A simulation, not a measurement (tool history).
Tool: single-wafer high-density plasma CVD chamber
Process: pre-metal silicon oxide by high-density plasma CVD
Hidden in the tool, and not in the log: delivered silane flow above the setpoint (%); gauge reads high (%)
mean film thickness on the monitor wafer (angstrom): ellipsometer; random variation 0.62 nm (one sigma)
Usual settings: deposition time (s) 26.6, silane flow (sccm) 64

| run | hour | deposition time (s) | silane flow (sccm) | wafers since the last listed run | hours since the silane flow controller was replaced | hours since the gauge calibration | read-back reference wafer on the same gauge, thickness_nm | mean film thickness on the monitor wafer (angstrom) |
|---|---|---|---|---|---|---|---|---|
| 1 | 0.0 | 26.6 | 64 | 0 | 3639.8 | 899.0 | 148.978 | 1718.99 |
| 2 | 96.4 | 26.6 | 64 | 2775 | 3736.2 | 995.4 | 149.004 | 1712.18 |
| 3 | 188.6 | 26.6 | 64 | 2654 | 3828.4 | 1087.6 | 149.038 | 1713.48 |
| 4 | 226.3 | 26.6 | 64 | 1085 | 3866.1 | 1125.3 | 148.957 | 1722.89 |
| 5 | 311.4 | 30.7 | 61 | 2450 | 3951.2 | 1210.4 | 148.924 | 1901.45 |
| 6 | 394.6 | 30.7 | 61 | 2395 | 4034.4 | 1293.6 | 149.158 | 1898.92 |
| 7 | 491.0 | 30.7 | 61 | 2775 | 4130.8 | 1390.0 | 149.085 | 1912.11 |
| 8 | 563.2 | 26.6 | 64 | 2078 | 4203.0 | 1462.2 | 148.912 | 1721.03 |
| 9 | 614.5 | 26.6 | 64 | 1477 | 4254.3 | 1513.5 | 148.865 | 1716.72 |
| 10 | 738.2 | 26.6 | 64 | 3561 | 4378.0 | 1637.2 | 149.100 | 1735.48 |
| 11 | 909.8 | 28.3 | 64 | 4940 | 4549.6 | 1808.8 | 148.977 | 1850.08 |
| 12 | 993.9 | 23.6 | 53 | 2421 | 4633.7 | 1892.9 | 149.039 | 1322.11 |
|  | 1046.3 | gauge calibrated |
| 13 | 1051.3 | 23.2 | 55 | 1652 | 4691.1 | 5.0 | 148.813 | 1350.06 |
|  | 1074.7 | silane flow controller replaced |
| 14 | 1146.3 | 25.0 | 68 | 2504 | 71.6 | 100.0 | 149.141 | 1632.27 |
| 15 | 1235.9 | 29.2 | 64 | 2579 | 161.2 | 189.6 | 149.171 | 1810.88 |
| 16 | 1318.9 | 21.8 | 57 | 2389 | 244.2 | 272.6 | 149.059 | 1240.88 |
| 17 | 1358.0 | 26.6 | 64 | 1125 | 283.3 | 311.7 | 149.087 | 1646.82 |
| 18 | 1455.8 | 26.6 | 57 | 2815 | 381.1 | 409.5 | 148.993 | 1496.79 |
| 19 | 1508.8 | 21.9 | 55 | 1526 | 434.1 | 462.5 | 148.909 | 1201.88 |
| 20 | 1577.4 | 29.4 | 74 | 1975 | 502.7 | 531.1 | 148.882 | 2053.85 |
| 21 | 1650.3 | 26.6 | 64 | 2098 | 575.6 | 604.0 | 149.014 | 1648.08 |
| 22 | 1715.5 | 26.6 | 64 | 1877 | 640.8 | 669.2 | 148.942 | 1651.46 |

What the log doesn't show, run by run:
gauge reads high (%): 0 in every run
H1: delivered silane flow above the setpoint (%)
| run | H1 |
|---|---|
| 1 | 3.92 |
| 2 | 4.13 |
| 3 | 4.35 |
| 4 | 4.43 |
| 5 | 4.64 |
| 6 | 4.84 |
| 7 | 5.08 |
| 8 | 5.26 |
| 9 | 5.39 |
| 10 | 5.71 |
| 11 | 6.18 |
| 12 | 6.41 |
| 13 | 6.58 |
| 14 | -0.194 |
| 15 | -0.187 |
| 16 | -0.177 |
| 17 | -0.171 |
| 18 | -0.151 |
| 19 | -0.138 |
| 20 | -0.119 |
| 21 | -0.0947 |
| 22 | -0.0707 |
